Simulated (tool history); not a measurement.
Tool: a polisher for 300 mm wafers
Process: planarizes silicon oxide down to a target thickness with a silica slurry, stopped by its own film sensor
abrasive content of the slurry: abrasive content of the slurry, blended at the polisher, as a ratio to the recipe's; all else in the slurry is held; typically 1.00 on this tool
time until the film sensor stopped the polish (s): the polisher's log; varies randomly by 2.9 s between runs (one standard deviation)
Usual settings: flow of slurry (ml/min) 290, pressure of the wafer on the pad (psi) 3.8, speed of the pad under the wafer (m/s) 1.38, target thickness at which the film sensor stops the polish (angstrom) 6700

run,hour,flow of slurry (ml/min),pressure of the wafer on the pad (psi),speed of the pad under the wafer (m/s),abrasive content of the slurry,target thickness at which the film sensor stops the polish (angstrom),wafers since the last listed run,wafers polished on this pad,hours since the slurry nozzle was cleaned,hours since the head pressure was calibrated,hours since the slurry blender was calibrated,hours since the conditioning disc was replaced,"incoming thickness of the incoming film, nm",time until the film sensor stopped the polish (s)
1,0.0,290,3.8,1.38,1.00,6700,0,843,136.4,1162.8,60.1,261.2,1133.7,195.7
2,41.0,290,3.8,1.38,1.00,6700,349,1192,177.4,1203.8,101.1,302.2,1130.6,198.7
# hour 67.3: worn pad replaced by a new one
# hour 81.0: slurry blender recalibrated
3,112.4,290,3.8,1.38,0.80,6700,556,366,248.8,1275.2,31.4,373.6,1113.6,222.5
4,177.3,290,3.8,1.38,0.80,6700,552,919,313.7,1340.1,96.3,438.5,1118.7,233.2
5,232.9,290,3.8,1.38,0.80,6700,473,1392,369.3,1395.7,151.9,494.1,1115.3,236.2
# hour 239.5: worn pad replaced by a new one
# hour 241.7: conditioning disc replaced and pad reconditioned
# hour 244.1: slurry blender recalibrated
# hour 278.9: slurry nozzle cleaned
6,292.4,290,3.8,1.38,1.00,6700,429,407,13.5,1455.2,48.3,50.7,1108.7,227.2
7,356.6,290,3.8,1.38,1.00,6700,546,954,77.7,1519.4,112.5,114.9,1112.8,228.3
# hour 373.7: slurry blender recalibrated
# hour 374.6: worn pad replaced by a new one
8,404.7,290,3.8,1.38,1.00,5360,384,256,125.8,1567.5,31.0,163.0,1124.3,302.5
# hour 416.0: conditioning disc replaced and pad reconditioned, repeated, since the last time left the tool worse
9,460.9,330,2.8,1.38,1.10,6700,461,717,182.0,1623.7,87.2,44.9,1131.3,213.5
# hour 498.4: head pressure recalibrated
10,498.9,290,4.6,1.24,1.00,6700,306,1024,220.0,0.5,125.2,82.9,1118.8,155.1
# hour 503.9: slurry blender recalibrated
# hour 533.1: worn pad replaced by a new one
11,565.4,345,3.8,1.14,1.00,5770,515,274,286.5,67.0,61.5,149.4,1119.1,243.8
12,631.9,290,3.1,1.38,0.75,6700,566,840,353.0,133.5,128.0,215.9,1117.7,263.7
# hour 658.2: slurry blender recalibrated
# hour 658.6: slurry nozzle cleaned
13,682.5,290,3.8,1.38,0.80,6700,410,1250,23.9,184.1,24.3,266.5,1124.0,218.6
# hour 692.8: worn pad replaced by a new one
14,750.8,370,3.8,1.52,0.90,8100,547,493,92.2,252.4,92.6,334.8,1121.2,132.1

What differs in the tool's unlogged condition from the final listed run ahead of each entry between runs to the first listed run following it?
Run 2 -> run 3: worn pad replaced by a new one (hour 67.3); slurry blender recalibrated (hour 81.0)
  time polished since the conditioner stopped cutting, s: 176 -> 216
  the result without the hidden state subtracted from the measured one, time until the film sensor stopped the polish (s): +27.4 -> +36.0
Run 5 -> run 6: worn pad replaced by a new one (hour 239.5); conditioning disc replaced and pad reconditioned (hour 241.7); slurry blender recalibrated (hour 244.1); slurry nozzle cleaned (hour 278.9)
  time polished since the conditioner stopped cutting, s: 283 -> 507
  the result without the hidden state subtracted from the measured one, time until the film sensor stopped the polish (s): +46.7 -> +65.6
Run 7 -> run 8: slurry blender recalibrated (hour 373.7); worn pad replaced by a new one (hour 374.6)
  time polished since the conditioner stopped cutting, s: 544 -> 571
  the result without the hidden state subtracted from the measured one, time until the film sensor stopped the polish (s): +68.6 -> +93.5
Run 8 -> run 9: conditioning disc replaced and pad reconditioned, repeated, since the last time left the tool worse (hour 416.0)
  time polished since the conditioner stopped cutting, s: 571 -> 34.6
  the result without the hidden state subtracted from the measured one, time until the film sensor stopped the polish (s): +93.5 -> +5.3
Run 9 -> run 10: head pressure recalibrated (hour 498.4)
  time polished since the conditioner stopped cutting, s: 34.6 -> 56
  the result without the hidden state subtracted from the measured one, time until the film sensor stopped the polish (s): +5.3 -> +8.6
Run 10 -> run 11: slurry blender recalibrated (hour 503.9); worn pad replaced by a new one (hour 533.1)
  time polished since the conditioner stopped cutting, s: 56 -> 93.4
  the result without the hidden state subtracted from the measured one, time until the film sensor stopped the polish (s): +8.6 -> +17.0
Run 12 -> run 13: slurry blender recalibrated (hour 658.2); slurry nozzle cleaned (hour 658.6)
  time polished since the conditioner stopped cutting, s: 131 -> 159
  the result without the hidden state subtracted from the measured one, time until the film sensor stopped the polish (s): +24.3 -> +27.9
Run 13 -> run 14: worn pad replaced by a new one (hour 692.8)
  time polished since the conditioner stopped cutting, s: 159 -> 198
  the result without the hidden state subtracted from the measured one, time until the film sensor stopped the polish (s): +27.9 -> +21.4
